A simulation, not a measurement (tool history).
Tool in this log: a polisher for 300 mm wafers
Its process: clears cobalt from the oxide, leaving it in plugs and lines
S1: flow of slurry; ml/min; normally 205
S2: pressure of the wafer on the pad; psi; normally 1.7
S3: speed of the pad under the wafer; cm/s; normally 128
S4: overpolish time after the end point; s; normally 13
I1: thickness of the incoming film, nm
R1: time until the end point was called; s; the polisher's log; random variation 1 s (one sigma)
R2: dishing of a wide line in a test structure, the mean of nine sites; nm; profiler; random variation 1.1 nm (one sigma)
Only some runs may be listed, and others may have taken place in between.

Run 1, hour 0: usual settings but S2 2 psi; I1 378.2. Result: R1 63.1 s, R2 52.3 nm.
Run 2, hour 282.4: usual settings; I1 370.6. Result: R1 65.8 s, R2 51.8 nm.
Run 3, hour 370.1: usual settings; I1 370. Result: R1 69.5 s, R2 50.1 nm.
Run 4, hour 413.8: usual settings but S2 2 psi, S4 9 s; I1 370.5. Result: R1 62.7 s, R2 39.5 nm.
Run 5, hour 482.2: usual settings but S2 2 psi, S4 9 s; I1 365. Result: R1 63.9 s, R2 40.5 nm.
Run 6, hour 570.7: usual settings but S2 2 psi, S4 9 s; I1 372.3. Result: R1 60.7 s, R2 41.8 nm.
Run 7, hour 634.7: usual settings but S4 18 s; I1 370.9. Result: R1 70.6 s, R2 61.9 nm.
Run 8, hour 732: usual settings but S4 18 s; I1 368.5. Result: R1 65.8 s, R2 60.7 nm.
Run 9, hour 1018: usual settings; I1 365.2. Result: R1 66.8 s, R2 49.8 nm.
Run 10, hour 1103.2: usual settings; I1 373.5. Result: R1 71.1 s, R2 48 nm.
Run 11, hour 1168.7: usual settings but S2 2 psi, S3 150 cm/s; I1 373.3. Result: R1 57.3 s, R2 59 nm.
Run 12, hour 1218.5: usual settings; I1 374.7. Result: R1 73.5 s, R2 47.6 nm.
Run 13, hour 1349.6: usual settings but S4 19 s; I1 372.4. Result: R1 70.8 s, R2 65.2 nm.
Run 14, hour 1451.8: usual settings but S3 156 cm/s; I1 370.2. Result: R1 62.5 s, R2 52.9 nm.
Run 15, hour 1506.9: usual settings; I1 375.5. Result: R1 67.7 s, R2 50.6 nm.
Run 16, hour 1547.7: usual settings but S1 165 ml/min, S2 2 psi, S3 112 cm/s, S4 9 s; I1 366.6. Result: R1 71 s, R2 36.3 nm.
Run 17, hour 1604.8: usual settings but S2 2 psi, S4 9 s; I1 366.6. Result: R1 62.4 s, R2 38.7 nm.
Run 18, hour 1661.9: usual settings but S1 260 ml/min, S2 1.4 psi, S4 18 s; I1 364.5. Result: R1 68.5 s, R2 60.9 nm.
Run 19, hour 1733.5: usual settings but S1 255 ml/min, S3 144 cm/s; I1 365.4. Result: R1 58 s, R2 56.6 nm.
Run 20, hour 1801.9: usual settings but S1 260 ml/min, S2 1.4 psi, S4 18 s; I1 375.8. Result: R1 76.1 s, R2 59.7 nm.
Run 21, hour 1885: usual settings but S1 150 ml/min, S2 1.4 psi, S3 170 cm/s, S4 8 s; I1 369.7. Result: R1 65.4 s, R2 35.5 nm.

Not shown here: 12 entries made in the log between runs. Locate each between two listed runs and compare the hidden state at the listed run before it with the hidden state at the listed run after it:
Logged between run 1 and run 2: head pressure recalibrated (hour 114.9); worn pad replaced by a new one (hour 168.4)
  removal rate lost through wear of the pad, %: 8.59 -> 3.87; slurry flow missing at the pad, %: 3.41 -> 11.5
  measured value less the no-hidden-state value, R1: +5.7 -> +3.7 s; R2: -3.5 -> -2.1 nm
Logged between run 4 and run 5: head pressure recalibrated (hour 469.4)
  removal rate lost through wear of the pad, %: 8.05 -> 10.2; slurry flow missing at the pad, %: 18.6 -> 23.2
  measured value less the no-hidden-state value, R1: +6.9 -> +8.9 s; R2: -3.8 -> -5.1 nm
Logged between run 5 and run 6: worn pad replaced by a new one (hour 532.7)
  removal rate lost through wear of the pad, %: 10.2 -> 1.35; slurry flow missing at the pad, %: 23.2 -> 29.9
  measured value less the no-hidden-state value, R1: +8.9 -> +4.4 s; R2: -5.1 -> -2.5 nm
Logged between run 7 and run 8: slurry nozzle cleaned (hour 684)
  removal rate lost through wear of the pad, %: 3.38 -> 6.48; slurry flow missing at the pad, %: 35.4 -> 6.12
  measured value less the no-hidden-state value, R1: +7.6 -> +4.8 s; R2: -4.6 -> -2.9 nm
Logged between run 8 and run 9: head pressure recalibrated (hour 874.5); worn pad replaced by a new one (hour 959.8)
  removal rate lost through wear of the pad, %: 6.48 -> 4.81; slurry flow missing at the pad, %: 6.12 -> 12.9
  measured value less the no-hidden-state value, R1: +4.8 -> +4.6 s; R2: -2.9 -> -2.5 nm
Logged between run 12 and run 13: head pressure recalibrated (hour 1234.5); worn pad replaced by a new one (hour 1306.3)
  removal rate lost through wear of the pad, %: 11.2 -> 2.41; slurry flow missing at the pad, %: 23.7 -> 33.5
  measured value less the no-hidden-state value, R1: +11.1 -> +6.6 s; R2: -5.9 -> -4 nm
Logged between run 14 and run 15: slurry nozzle cleaned (hour 1506.4)
  removal rate lost through wear of the pad, %: 5.66 -> 7.42; slurry flow missing at the pad, %: 42.6 -> 0.694
  measured value less the no-hidden-state value, R1: +9.6 -> +5.1 s; R2: -6.3 -> -2.9 nm
Logged between run 16 and run 17: head pressure recalibrated (hour 1598.8)
  removal rate lost through wear of the pad, %: 8.72 -> 10.5; slurry flow missing at the pad, %: 0.8 -> 1.3
  measured value less the no-hidden-state value, R1: +6.2 -> +6.7 s; R2: -2.8 -> -3.6 nm
Logged between run 17 and run 18: worn pad replaced by a new one (hour 1628.4)
  removal rate lost through wear of the pad, %: 10.5 -> 2.26; slurry flow missing at the pad, %: 1.3 -> 2.2
  measured value less the no-hidden-state value, R1: +6.7 -> +1.7 s; R2: -3.6 -> -1 nm
